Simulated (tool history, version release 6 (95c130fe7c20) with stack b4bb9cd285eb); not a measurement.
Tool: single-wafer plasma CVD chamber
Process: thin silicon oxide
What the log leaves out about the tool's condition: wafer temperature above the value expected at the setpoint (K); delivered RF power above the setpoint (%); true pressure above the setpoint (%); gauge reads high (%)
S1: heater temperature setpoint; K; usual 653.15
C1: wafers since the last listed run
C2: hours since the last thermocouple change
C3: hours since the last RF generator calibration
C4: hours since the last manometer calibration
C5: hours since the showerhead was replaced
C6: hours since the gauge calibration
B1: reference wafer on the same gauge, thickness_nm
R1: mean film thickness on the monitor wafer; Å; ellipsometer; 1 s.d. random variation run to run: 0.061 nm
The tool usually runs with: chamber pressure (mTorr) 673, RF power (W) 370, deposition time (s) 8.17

{"run": 1, "hour": 0.0, "S1": 653.15, "chamber pressure (mTorr)": 673, "RF power (W)": 370, "deposition time (s)": 8.17, "C1": 0, "C2": 1741.7, "C3": 636.6, "C4": 879.6, "C5": 2261.7, "C6": 278.2, "B1": 17.882, "R1": 157.07}
{"run": 2, "hour": 23.0, "S1": 653.15, "chamber pressure (mTorr)": 673, "RF power (W)": 370, "deposition time (s)": 8.17, "C1": 355, "C2": 1764.7, "C3": 659.6, "C4": 902.6, "C5": 2284.7, "C6": 301.2, "B1": 17.882, "R1": 157.16}
{"run": 3, "hour": 51.6, "S1": 653.15, "chamber pressure (mTorr)": 673, "RF power (W)": 370, "deposition time (s)": 8.17, "C1": 441, "C2": 1793.3, "C3": 688.2, "C4": 931.2, "C5": 2313.3, "C6": 329.8, "B1": 17.89, "R1": 158.29}
{"run": 4, "hour": 63.7, "S1": 653.15, "chamber pressure (mTorr)": 673, "RF power (W)": 370, "deposition time (s)": 8.17, "C1": 186, "C2": 1805.4, "C3": 700.3, "C4": 943.3, "C5": 2325.4, "C6": 341.9, "B1": 17.879, "R1": 159.01}
{"hour": 93.1, "done": "showerhead replaced"}
{"run": 5, "hour": 93.6, "S1": 653.15, "chamber pressure (mTorr)": 673, "RF power (W)": 370, "deposition time (s)": 8.17, "C1": 338, "C2": 1835.3, "C3": 730.2, "C4": 973.2, "C5": 0.5, "C6": 371.8, "B1": 17.894, "R1": 157.54}
{"run": 6, "hour": 111.4, "S1": 653.15, "chamber pressure (mTorr)": 673, "RF power (W)": 370, "deposition time (s)": 8.17, "C1": 274, "C2": 1853.1, "C3": 748.0, "C4": 991.0, "C5": 18.3, "C6": 389.6, "B1": 17.9, "R1": 159.76}
{"run": 7, "hour": 129.9, "S1": 653.15, "chamber pressure (mTorr)": 673, "RF power (W)": 370, "deposition time (s)": 8.17, "C1": 285, "C2": 1871.6, "C3": 766.5, "C4": 1009.5, "C5": 36.8, "C6": 408.1, "B1": 17.878, "R1": 159.45}
{"run": 8, "hour": 150.7, "S1": 653.15, "chamber pressure (mTorr)": 673, "RF power (W)": 370, "deposition time (s)": 8.17, "C1": 321, "C2": 1892.4, "C3": 787.3, "C4": 1030.3, "C5": 57.6, "C6": 428.9, "B1": 17.882, "R1": 158.94}
{"hour": 170.8, "done": "gauge calibrated"}
{"run": 9, "hour": 176.4, "S1": 653.15, "chamber pressure (mTorr)": 673, "RF power (W)": 370, "deposition time (s)": 8.17, "C1": 396, "C2": 1918.1, "C3": 813.0, "C4": 1056.0, "C5": 83.3, "C6": 5.6, "B1": 17.926, "R1": 160.2}
{"run": 10, "hour": 190.5, "S1": 668.15, "chamber pressure (mTorr)": 673, "RF power (W)": 370, "deposition time (s)": 9.25, "C1": 217, "C2": 1932.2, "C3": 827.1, "C4": 1070.1, "C5": 97.4, "C6": 19.7, "B1": 17.907, "R1": 178.89}
{"run": 11, "hour": 220.9, "S1": 653.15, "chamber pressure (mTorr)": 673, "RF power (W)": 370, "deposition time (s)": 7.22, "C1": 469, "C2": 1962.6, "C3": 857.5, "C4": 1100.5, "C5": 127.8, "C6": 50.1, "B1": 17.895, "R1": 141.02}
{"run": 12, "hour": 251.9, "S1": 653.15, "chamber pressure (mTorr)": 673, "RF power (W)": 370, "deposition time (s)": 8.17, "C1": 478, "C2": 1993.6, "C3": 888.5, "C4": 1131.5, "C5": 158.8, "C6": 81.1, "B1": 17.909, "R1": 161.41}
{"hour": 280.8, "done": "thermocouple changed; heater temperature recalibrated"}
{"run": 13, "hour": 281.3, "S1": 653.15, "chamber pressure (mTorr)": 609, "RF power (W)": 370, "deposition time (s)": 6.94, "C1": 330, "C2": 0.5, "C3": 917.9, "C4": 1160.9, "C5": 188.2, "C6": 110.5, "B1": 17.894, "R1": 125.93}
{"run": 14, "hour": 312.0, "S1": 653.15, "chamber pressure (mTorr)": 673, "RF power (W)": 370, "deposition time (s)": 8.17, "C1": 474, "C2": 31.2, "C3": 948.6, "C4": 1191.6, "C5": 218.9, "C6": 141.2, "B1": 17.894, "R1": 162.78}
{"hour": 324.8, "done": "capacitance manometer re-zeroed and calibrated"}
{"run": 15, "hour": 325.3, "S1": 661.15, "chamber pressure (mTorr)": 673, "RF power (W)": 370, "deposition time (s)": 8.17, "C1": 81, "C2": 44.5, "C3": 961.9, "C4": 0.5, "C5": 232.2, "C6": 154.5, "B1": 17.909, "R1": 149.86}
{"run": 16, "hour": 349.6, "S1": 653.15, "chamber pressure (mTorr)": 673, "RF power (W)": 400, "deposition time (s)": 8.17, "C1": 375, "C2": 68.8, "C3": 986.2, "C4": 24.8, "C5": 256.5, "C6": 178.8, "B1": 17.915, "R1": 156.22}
{"hour": 368.8, "done": "RF generator calibrated"}
{"run": 17, "hour": 369.3, "S1": 653.15, "chamber pressure (mTorr)": 673, "RF power (W)": 370, "deposition time (s)": 8.17, "C1": 180, "C2": 88.5, "C3": 0.5, "C4": 44.5, "C5": 276.2, "C6": 198.5, "B1": 17.902, "R1": 150.0}
{"run": 18, "hour": 376.4, "S1": 658.15, "chamber pressure (mTorr)": 581, "RF power (W)": 400, "deposition time (s)": 8.66, "C1": 109, "C2": 95.6, "C3": 7.6, "C4": 51.6, "C5": 283.3, "C6": 205.6, "B1": 17.909, "R1": 145.97}
{"run": 19, "hour": 399.6, "S1": 653.15, "chamber pressure (mTorr)": 673, "RF power (W)": 370, "deposition time (s)": 8.17, "C1": 358, "C2": 118.8, "C3": 30.8, "C4": 74.8, "C5": 306.5, "C6": 228.8, "B1": 17.871, "R1": 149.94}
{"run": 20, "hour": 416.3, "S1": 648.15, "chamber pressure (mTorr)": 505, "RF power (W)": 340, "deposition time (s)": 6.58, "C1": 257, "C2": 135.5, "C3": 47.5, "C4": 91.5, "C5": 323.2, "C6": 245.5, "B1": 17.916, "R1": 92.63}
{"run": 21, "hour": 437.4, "S1": 653.15, "chamber pressure (mTorr)": 673, "RF power (W)": 430, "deposition time (s)": 8.17, "C1": 325, "C2": 156.6, "C3": 68.6, "C4": 112.6, "C5": 344.3, "C6": 266.6, "B1": 17.937, "R1": 160.88}
{"run": 22, "hour": 462.6, "S1": 664.15, "chamber pressure (mTorr)": 762, "RF power (W)": 370, "deposition time (s)": 8.17, "C1": 389, "C2": 181.8, "C3": 93.8, "C4": 137.8, "C5": 369.5, "C6": 291.8, "B1": 17.895, "R1": 167.02}
{"run": 23, "hour": 477.0, "S1": 659.15, "chamber pressure (mTorr)": 673, "RF power (W)": 435, "deposition time (s)": 8.17, "C1": 222, "C2": 196.2, "C3": 108.2, "C4": 152.2, "C5": 383.9, "C6": 306.2, "B1": 17.888, "R1": 160.49}
{"run": 24, "hour": 489.9, "S1": 653.15, "chamber pressure (mTorr)": 673, "RF power (W)": 345, "deposition time (s)": 6.64, "C1": 199, "C2": 209.1, "C3": 121.1, "C4": 165.1, "C5": 396.8, "C6": 319.1, "B1": 17.906, "R1": 118.43}
{"run": 25, "hour": 518.0, "S1": 663.15, "chamber pressure (mTorr)": 673, "RF power (W)": 395, "deposition time (s)": 9.14, "C1": 434, "C2": 237.2, "C3": 149.2, "C4": 193.2, "C5": 424.9, "C6": 347.2, "B1": 17.9, "R1": 172.4}
{"run": 26, "hour": 550.2, "S1": 653.15, "chamber pressure (mTorr)": 673, "RF power (W)": 370, "deposition time (s)": 8.17, "C1": 497, "C2": 269.4, "C3": 181.4, "C4": 225.4, "C5": 457.1, "C6": 379.4, "B1": 17.919, "R1": 149.91}
{"hour": 580.7, "done": "gauge calibrated"}
{"run": 27, "hour": 582.9, "S1": 661.15, "chamber pressure (mTorr)": 530, "RF power (W)": 430, "deposition time (s)": 7.51, "C1": 505, "C2": 302.1, "C3": 214.1, "C4": 258.1, "C5": 489.8, "C6": 2.2, "B1": 17.897, "R1": 120.78}
{"run": 28, "hour": 604.6, "S1": 657.15, "chamber pressure (mTorr)": 673, "RF power (W)": 370, "deposition time (s)": 8.17, "C1": 335, "C2": 323.8, "C3": 235.8, "C4": 279.8, "C5": 511.5, "C6": 23.9, "B1": 17.92, "R1": 151.75}

Here are 5 independent what-if runs from the current tool condition. What would each one return?
{"run": "A", "hour": 605.0, "S1": 653.15, "chamber pressure (mTorr)": 673, "RF power (W)": 370, "deposition time (s)": 8.17, "C1": 6, "C2": 324.2, "C3": 236.2, "C4": 280.2, "C5": 511.9, "C6": 24.3, "B1": "?", "R1": "?"}
{"run": "B", "hour": 605.0, "S1": 659.15, "chamber pressure (mTorr)": 565, "RF power (W)": 335, "deposition time (s)": 8.8, "C1": 6, "C2": 324.2, "C3": 236.2, "C4": 280.2, "C5": 511.9, "C6": 24.3, "B1": "?", "R1": "?"}
{"run": "C", "hour": 605.0, "S1": 639.15, "chamber pressure (mTorr)": 673, "RF power (W)": 370, "deposition time (s)": 8.17, "C1": 6, "C2": 324.2, "C3": 236.2, "C4": 280.2, "C5": 511.9, "C6": 24.3, "B1": "?", "R1": "?"}
{"run": "D", "hour": 605.0, "S1": 653.15, "chamber pressure (mTorr)": 769, "RF power (W)": 405, "deposition time (s)": 7.25, "C1": 6, "C2": 324.2, "C3": 236.2, "C4": 280.2, "C5": 511.9, "C6": 24.3, "B1": "?", "R1": "?"}
{"run": "E", "hour": 605.0, "S1": 653.15, "chamber pressure (mTorr)": 621, "RF power (W)": 370, "deposition time (s)": 8.17, "C1": 6, "C2": 324.2, "C3": 236.2, "C4": 280.2, "C5": 511.9, "C6": 24.3, "B1": "?", "R1": "?"}

run=A B1=17.889 R1=151.88
run=B B1=17.889 R1=134.70
run=C B1=17.889 R1=153.26
run=D B1=17.889 R1=156.23
run=E B1=17.889 R1=141.95
Take away the tool's hidden state, keep each run's random variation, and the runs would have read:
run=A R1=151.26
run=B R1=134.14
run=C R1=152.63
run=D R1=155.64
run=E R1=141.36
